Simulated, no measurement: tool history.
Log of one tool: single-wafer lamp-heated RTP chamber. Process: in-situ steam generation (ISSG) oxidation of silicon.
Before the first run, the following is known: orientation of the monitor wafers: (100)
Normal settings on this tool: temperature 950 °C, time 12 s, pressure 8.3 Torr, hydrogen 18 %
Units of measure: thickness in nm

run   hour  temperature  time  pressure  hydrogen  wafers since the last listed run  wafers since the last pyrometer calibration  hours since the pressure gauge was zeroed  hours since the hydrogen flow controller was replaced  hours since the gauge calibration  read-back reference wafer on the same gauge, thickness  thickness
  1      0          950     9       8.3        18                                 0                                         6911                                     3204.2                                                 4732.8                               92.9                                                   3.901       3.84
  2    7.5          950     9       8.3        18                                73                                         6985                                     3211.7                                                 4740.3                              100.4                                                     3.9      3.836
  3   24.7          950    12       8.3        18                               168                                         7153                                     3228.9                                                 4757.5                              117.6                                                   3.899      4.278
      29.1  -- gauge calibrated
  4   40.9          950    12       8.3        18                               158                                         7312                                     3245.1                                                 4773.7                               11.8                                                   3.899       4.28
  5   47.2          950    12       8.3        18                                61                                         7374                                     3251.4                                                   4780                               18.1                                                   3.901      4.279
  6   62.1          950    12       8.3        18                               145                                         7520                                     3266.3                                                 4794.9                                 33                                                     3.9      4.278
      76.5  -- pyrometer window cleaned and pyrometer calibrated
  7     77          950    12       8.3        18                                67                                            4                                     3281.2                                                 4809.8                               47.9                                                   3.899      4.175
      89.4  -- hydrogen flow controller replaced
  8   89.9          950    12       8.3        18                                47                                           52                                     3294.1                                                    0.5                               60.8                                                   3.902      4.172
  9  105.8          950    12       8.3        18                               155                                          208                                       3310                                                   16.4                               76.7                                                   3.899      4.177
 10  112.7          936    11       7.4        25                                67                                          276                                     3316.9                                                   23.3                               83.6                                                   3.901      4.279
 11  123.6          950    12       8.3        18                               106                                          382                                     3327.8                                                   34.2                               94.5                                                   3.902      4.192
 12  133.5          950    12       8.8        11                                96                                          479                                     3337.7                                                   44.1                              104.4                                                     3.9      3.738
     148.2  -- pressure gauge zeroed
 13  148.7          950    15       8.3        18                                70                                          550                                        0.5                                                   59.3                              119.6                                                   3.901      4.574
 14  149.2          967    10       7.4        11                                 4                                          555                                          1                                                   59.8                              120.1                                                   3.899       3.63
     153.9  -- gauge calibrated
 15  166.9          950    12       8.3        18                               173                                          728                                       18.7                                                   77.5                                 13                                                     3.9      4.201
 16  176.6          937    12       8.3        18                                95                                          823                                       28.4                                                   87.2                               22.7                                                     3.9      4.084
 17  189.4          950     9       8.3        18                               125                                          948                                       41.2                                                    100                               35.5                                                   3.903      3.771
 18  198.6          950    16       7.7        13                                90                                         1039                                       50.4                                                  109.2                               44.7                                                   3.901       4.38
 19  213.3          950    10       7.8        18                               143                                         1183                                       65.1                                                  123.9                               59.4                                                     3.9      3.937

Pick out some run-to-run changes in thickness. Of each, how much would a tool without hidden state show as well, from the settings, what came in and chance, and how much is left for the hidden state and any gauge scatter not in both results compared?
Unlogged tool condition in this case: true wafer temperature minus pyrometer reading, K; true pressure minus gauge reading, Torr; deviation of the hydrogen flow from its setpoint, %; gauge reads high (%).
Run 6 -> 7: pyrometer window cleaned and pyrometer calibrated. thickness -0.103 nm: hidden state -0.103, all else +0.
Run 13 -> 14: temperature 950 -> 967, time 15 -> 10, pressure 8.3 -> 7.4, hydrogen 18 -> 11. thickness -0.944 nm: hidden state -0.013, all else -0.931.

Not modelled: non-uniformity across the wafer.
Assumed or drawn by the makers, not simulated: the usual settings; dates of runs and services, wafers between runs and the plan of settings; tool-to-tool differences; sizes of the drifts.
